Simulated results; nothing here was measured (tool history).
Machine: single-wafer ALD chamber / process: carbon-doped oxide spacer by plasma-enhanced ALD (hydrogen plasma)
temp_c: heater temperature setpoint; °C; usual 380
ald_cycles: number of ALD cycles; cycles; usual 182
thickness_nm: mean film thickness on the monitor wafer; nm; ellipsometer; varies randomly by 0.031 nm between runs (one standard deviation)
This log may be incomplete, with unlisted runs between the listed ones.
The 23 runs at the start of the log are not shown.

run     day  temp_c  ald_cycles  wafers since the last listed run  hours since the last thermocouple change  hours since the gauge calibration  read-back reference wafer on the same gauge, thickness_nm  thickness_nm
 24  44.292     380         194                                98                                      2243                              151.5                                                      7.131         8.719
 25  45.383     380         216                                60                                    2269.2                              177.7                                                      7.116          9.68
 26  47.471     380         215                               115                                    2319.3                              227.8                                                       7.13         9.667
     48.525  -- thermocouple changed; heater temperature recalibrated
 27  50.425     385         182                               145                                      45.6                              298.7                                                      7.137          8.18
 28  52.746     392         182                               128                                     101.3                              354.4                                                      7.136         8.203
 29  55.108     392         209                               131                                       158                              411.1                                                      7.136         9.452
 30  57.025     386         218                               106                                       204                              457.1                                                      7.136         9.849
 31  58.792     367         182                                98                                     246.4                              499.5                                                      7.143         8.193
 32  61.554     380         182                               153                                     312.7                              565.8                                                      7.139         8.254
 33  63.133     391         196                                87                                     350.6                              603.7                                                      7.149         8.862
 34  65.904     367         206                               153                                     417.1                              670.2                                                      7.157         9.268
 35  67.158     374         196                                69                                     447.2                              700.3                                                       7.16          8.88
 36  69.875     380         182                               150                                     512.4                              765.5                                                      7.166         8.245
 37  71.367     380         182                                82                                     548.2                              801.3                                                      7.165         8.216
 38  73.321     375         162                               108                                     595.1                              848.2                                                      7.165         7.263
 39  74.896     371         146                                87                                     632.9                                886                                                      7.159          6.64
 40  77.058     370         148                               120                                     684.8                              937.9                                                      7.173         6.682
 41  79.408     389         160                               130                                     741.2                              994.3                                                      7.168         7.309
 42    82.3     366         153                               160                                     810.6                             1063.7                                                      7.183         6.928
 43    84.6     375         167                               127                                     865.8                             1118.9                                                      7.182         7.558
 44  86.542     380         182                               107                                     912.4                             1165.5                                                       7.18         8.271
 45  88.912     391         182                               131                                     969.3                             1222.4                                                      7.174         8.261
 46  89.938     385         211                                56                                     993.9                               1247                                                      7.184         9.623

5 ways to go on from here, each from the tool as it stands after run 46. What would each give?
  A  89.967     380         147                                 1                                     994.6                             1247.7                                                          ?             ?
  B  89.967     380         172                                 1                                     994.6                             1247.7                                                          ?             ?
  C  89.967     389         214                                 1                                     994.6                             1247.7                                                          ?             ?
  D  89.967     380         210                                 1                                     994.6                             1247.7                                                          ?             ?
  E  89.967     380         167                                 1                                     994.6                             1247.7                                                          ?             ?

run  read-back reference wafer on the same gauge, thickness_nm  thickness_nm
  A                                                      7.192         6.698
  B                                                      7.192         7.838
  C                                                      7.192         9.751
  D                                                      7.192         9.569
  E                                                      7.192          7.61
With no hidden state in the tool, these same runs would have given:
run  thickness_nm
  A         6.617
  B         7.742
  C         9.633
  D         9.453
  E         7.517
